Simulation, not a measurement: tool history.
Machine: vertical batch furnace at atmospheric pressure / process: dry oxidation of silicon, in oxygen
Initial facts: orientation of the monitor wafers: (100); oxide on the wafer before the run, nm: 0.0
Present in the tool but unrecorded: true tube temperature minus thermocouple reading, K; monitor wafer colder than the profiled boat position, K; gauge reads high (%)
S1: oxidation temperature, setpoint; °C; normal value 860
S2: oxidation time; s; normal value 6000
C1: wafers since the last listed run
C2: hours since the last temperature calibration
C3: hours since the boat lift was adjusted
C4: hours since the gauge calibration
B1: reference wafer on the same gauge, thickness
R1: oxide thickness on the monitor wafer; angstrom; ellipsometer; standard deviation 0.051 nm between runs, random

Run 1, hour 0.0: usual settings but S1 866 °C, S2 4770 s; C1 0; C2 181.9; C3 2391.5; C4 1460.6; B1 17.06. Result: R1 165.4 angstrom.
Run 2, hour 40.6: usual settings but S1 866 °C, S2 4770 s; C1 504; C2 222.5; C3 2432.1; C4 1501.2; B1 17.07. Result: R1 165.4 angstrom.
Run 3, hour 237.1: usual settings; C1 2443; C2 419.0; C3 2628.6; C4 1697.7; B1 17.12. Result: R1 181.8 angstrom.
Run 4, hour 480.2: usual settings; C1 3022; C2 662.1; C3 2871.7; C4 1940.8; B1 17.18. Result: R1 182.3 angstrom.
Run 5, hour 580.2: usual settings; C1 1243; C2 762.1; C3 2971.7; C4 2040.8; B1 17.21. Result: R1 182.0 angstrom.
Run 6, hour 621.5: usual settings but S1 869 °C; C1 513; C2 803.4; C3 3013.0; C4 2082.1; B1 17.21. Result: R1 201.3 angstrom.
Run 7, hour 711.8: usual settings but S1 869 °C; C1 1122; C2 893.7; C3 3103.3; C4 2172.4; B1 17.25. Result: R1 201.5 angstrom.
At hour 770.5: gauge calibrated.
Run 8, hour 800.9: usual settings but S1 869 °C; C1 1107; C2 982.8; C3 3192.4; C4 30.4; B1 16.55. Result: R1 193.4 angstrom.
Run 9, hour 850.7: usual settings but S2 3750 s; C1 619; C2 1032.6; C3 3242.2; C4 80.2; B1 16.56. Result: R1 127.5 angstrom.
Run 10, hour 893.9: usual settings; C1 537; C2 1075.8; C3 3285.4; C4 123.4; B1 16.57. Result: R1 176.2 angstrom.
Run 11, hour 998.0: usual settings but S1 848 °C, S2 8400 s; C1 1294; C2 1179.9; C3 3389.5; C4 227.5; B1 16.60. Result: R1 192.3 angstrom.
Run 12, hour 1060.6: usual settings but S1 848 °C, S2 8400 s; C1 778; C2 1242.5; C3 3452.1; C4 290.1; B1 16.62. Result: R1 193.0 angstrom.
Run 13, hour 1151.9: usual settings but S1 884 °C, S2 3900 s; C1 1135; C2 1333.8; C3 3543.4; C4 381.4; B1 16.63. Result: R1 171.8 angstrom.
Run 14, hour 1209.5: usual settings but S1 840 °C, S2 8400 s; C1 716; C2 1391.4; C3 3601.0; C4 439.0; B1 16.65. Result: R1 176.1 angstrom.
Run 15, hour 1315.3: usual settings but S2 4830 s; C1 1315; C2 1497.2; C3 3706.8; C4 544.8; B1 16.68. Result: R1 153.0 angstrom.
At hour 1381.0: boat lift adjusted.
Run 16, hour 1491.5: usual settings; C1 1892; C2 1673.4; C3 110.5; C4 721.0; B1 16.73. Result: R1 177.3 angstrom.
Run 17, hour 1561.3: usual settings but S1 840 °C, S2 7530 s; C1 867; C2 1743.2; C3 180.3; C4 790.8; B1 16.74. Result: R1 164.0 angstrom.
Run 18, hour 1636.3: usual settings but S1 840 °C, S2 8400 s; C1 932; C2 1818.2; C3 255.3; C4 865.8; B1 16.76. Result: R1 177.1 angstrom.

What does the tool deliver on the next run?
At hour 1667.1: thermocouples replaced and temperature profile calibrated.
Run 19, hour 1672.4: usual settings but S1 881 °C, S2 4740 s; C1 150; C2 5.3; C3 291.4; C4 901.9; B1 ?. Result: R1 ?.

B1: 16.78
R1: 190.6 angstrom
With no hidden state in the tool, this same run would have given R1 188.6 angstrom.

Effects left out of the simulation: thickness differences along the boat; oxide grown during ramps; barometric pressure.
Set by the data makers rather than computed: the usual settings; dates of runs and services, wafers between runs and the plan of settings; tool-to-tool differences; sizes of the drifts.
